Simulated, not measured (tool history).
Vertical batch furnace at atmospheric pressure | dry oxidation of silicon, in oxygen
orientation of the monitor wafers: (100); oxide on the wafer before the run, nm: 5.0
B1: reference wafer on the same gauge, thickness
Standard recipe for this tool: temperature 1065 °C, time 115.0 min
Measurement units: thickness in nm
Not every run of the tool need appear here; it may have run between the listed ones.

{"run": 1, "hour": 0.0, "temperature": 1065, "time": 115.0, "B1": 117.97, "thickness": 123.9}
{"run": 2, "hour": 21.3, "temperature": 1065, "time": 115.0, "B1": 118.11, "thickness": 123.39}
{"hour": 23.0, "done": "gauge calibrated"}
{"run": 3, "hour": 30.5, "temperature": 1065, "time": 115.0, "B1": 118.01, "thickness": 124.53}
{"run": 4, "hour": 40.1, "temperature": 1065, "time": 115.0, "B1": 117.95, "thickness": 124.22}
{"run": 5, "hour": 53.0, "temperature": 1065, "time": 115.0, "B1": 118.11, "thickness": 124.06}
{"run": 6, "hour": 61.3, "temperature": 1065, "time": 115.0, "B1": 117.97, "thickness": 123.8}
{"run": 7, "hour": 80.5, "temperature": 1082, "time": 115.0, "B1": 117.94, "thickness": 140.36}
{"run": 8, "hour": 98.6, "temperature": 1065, "time": 115.0, "B1": 118.07, "thickness": 123.92}
{"run": 9, "hour": 159.2, "temperature": 1065, "time": 115.0, "B1": 118.05, "thickness": 123.98}
{"run": 10, "hour": 172.2, "temperature": 1065, "time": 115.0, "B1": 117.96, "thickness": 123.81}
{"run": 11, "hour": 186.8, "temperature": 1065, "time": 115.0, "B1": 118.02, "thickness": 123.86}
{"hour": 232.5, "done": "thermocouples replaced and temperature profile calibrated"}
{"hour": 245.8, "done": "boat lift adjusted"}
{"run": 12, "hour": 246.3, "temperature": 1065, "time": 115.0, "B1": 118.03, "thickness": 124.15}
{"run": 13, "hour": 251.4, "temperature": 1065, "time": 115.0, "B1": 118.06, "thickness": 124.38}
{"run": 14, "hour": 256.4, "temperature": 1065, "time": 115.0, "B1": 118.05, "thickness": 123.61}
{"run": 15, "hour": 261.5, "temperature": 1079, "time": 96.0, "B1": 117.89, "thickness": 122.99}
{"run": 16, "hour": 281.1, "temperature": 1065, "time": 115.0, "B1": 118.01, "thickness": 124.1}
{"hour": 281.3, "done": "gauge calibrated"}
{"run": 17, "hour": 297.9, "temperature": 1065, "time": 115.0, "B1": 117.91, "thickness": 123.65}
{"run": 18, "hour": 311.3, "temperature": 1065, "time": 115.0, "B1": 117.96, "thickness": 124.2}
{"run": 19, "hour": 324.6, "temperature": 1079, "time": 96.0, "B1": 118.05, "thickness": 122.16}
{"run": 20, "hour": 334.0, "temperature": 1065, "time": 162.0, "B1": 117.98, "thickness": 153.53}
{"run": 21, "hour": 343.0, "temperature": 1065, "time": 146.5, "B1": 117.86, "thickness": 144.74}
{"run": 22, "hour": 362.2, "temperature": 1065, "time": 115.0, "B1": 117.99, "thickness": 124.28}
{"run": 23, "hour": 378.4, "temperature": 1051, "time": 72.0, "B1": 117.99, "thickness": 81.91}
{"run": 24, "hour": 395.8, "temperature": 1046, "time": 171.0, "B1": 117.91, "thickness": 137.66}
{"run": 25, "hour": 407.4, "temperature": 1065, "time": 137.5, "B1": 117.93, "thickness": 138.59}
{"run": 26, "hour": 418.9, "temperature": 1050, "time": 138.0, "B1": 117.91, "thickness": 124.45}
{"run": 27, "hour": 430.3, "temperature": 1047, "time": 158.5, "B1": 117.96, "thickness": 132.71}
{"run": 28, "hour": 440.1, "temperature": 1065, "time": 115.0, "B1": 118.01, "thickness": 123.68}
{"run": 29, "hour": 449.2, "temperature": 1047, "time": 133.0, "B1": 117.99, "thickness": 118.59}

5 ways to go on from here, each from the tool as it stands after run 29. What would each give?
{"run": "A", "hour": 454.3, "temperature": 1065, "time": 115.0, "B1": "?", "thickness": "?"}
{"run": "B", "hour": 454.3, "temperature": 1057, "time": 65.0, "B1": "?", "thickness": "?"}
{"run": "C", "hour": 454.3, "temperature": 1086, "time": 158.5, "B1": "?", "thickness": "?"}
{"run": "D", "hour": 454.3, "temperature": 1065, "time": 152.0, "B1": "?", "thickness": "?"}
{"run": "E", "hour": 454.3, "temperature": 1044, "time": 70.5, "B1": "?", "thickness": "?"}

run=A B1=117.95 thickness=124.14
run=B B1=117.95 thickness=81.04
run=C B1=117.95 thickness=176.26
run=D B1=117.95 thickness=148.17
run=E B1=117.95 thickness=76.71
With no hidden state in the tool, these same runs would have given:
run=A thickness=124.14
run=B thickness=81.04
run=C thickness=176.26
run=D thickness=148.17
run=E thickness=76.71
